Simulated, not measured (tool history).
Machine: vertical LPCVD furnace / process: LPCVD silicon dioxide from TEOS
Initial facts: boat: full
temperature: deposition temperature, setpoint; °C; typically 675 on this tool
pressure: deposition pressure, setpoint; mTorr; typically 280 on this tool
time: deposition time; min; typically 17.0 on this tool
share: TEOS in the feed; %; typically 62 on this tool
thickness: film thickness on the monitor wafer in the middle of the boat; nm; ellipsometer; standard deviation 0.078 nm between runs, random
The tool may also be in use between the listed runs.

run	hour	temperature	pressure	time	share	wafers since the last listed run	hours since the last temperature calibration	hours since the pressure gauge was zeroed	hours since the TEOS flow controller was replaced	hours since the gauge calibration	read-back reference wafer on the same gauge, thickness	thickness
1	0.0	672	280	20.5	62	0	1736.1	2901.9	7346.8	130.2	55.78	60.64
2	31.7	672	280	20.5	62	532	1767.8	2933.6	7378.5	161.9	55.79	60.71
3	45.1	672	280	20.5	62	225	1781.2	2947.0	7391.9	175.3	55.77	60.83
4	64.9	675	280	17.0	62	332	1801.0	2966.8	7411.7	195.1	55.82	54.30
5	88.6	675	280	17.0	62	398	1824.7	2990.5	7435.4	218.8	55.83	54.41
6	120.8	675	280	17.0	62	541	1856.9	3022.7	7467.6	251.0	55.80	54.37
# hour 167.7: thermocouples replaced and temperature profile calibrated
# hour 185.0: TEOS flow controller replaced
7	185.5	669	280	17.0	62	392	17.8	3087.4	0.5	315.7	55.81	44.84
8	192.3	675	280	17.0	62	114	24.6	3094.2	7.3	322.5	55.79	51.93
9	217.7	675	280	17.0	58	426	50.0	3119.6	32.7	347.9	55.78	50.36
# hour 224.4: gauge calibrated
# hour 252.8: pressure gauge zeroed
10	253.3	675	335	17.0	52	194	85.6	0.5	68.3	28.9	55.80	52.14

What does the tool deliver on the next run?
11	269.1	675	280	17.0	50	265	101.4	16.3	84.1	44.7	?	?

{"run 11": {"read-back reference wafer on the same gauge, thickness": 55.79, "thickness": 46.79}}
With the hidden condition absent and the run-to-run variation left alone, this run would have shown thickness 46.66 nm.
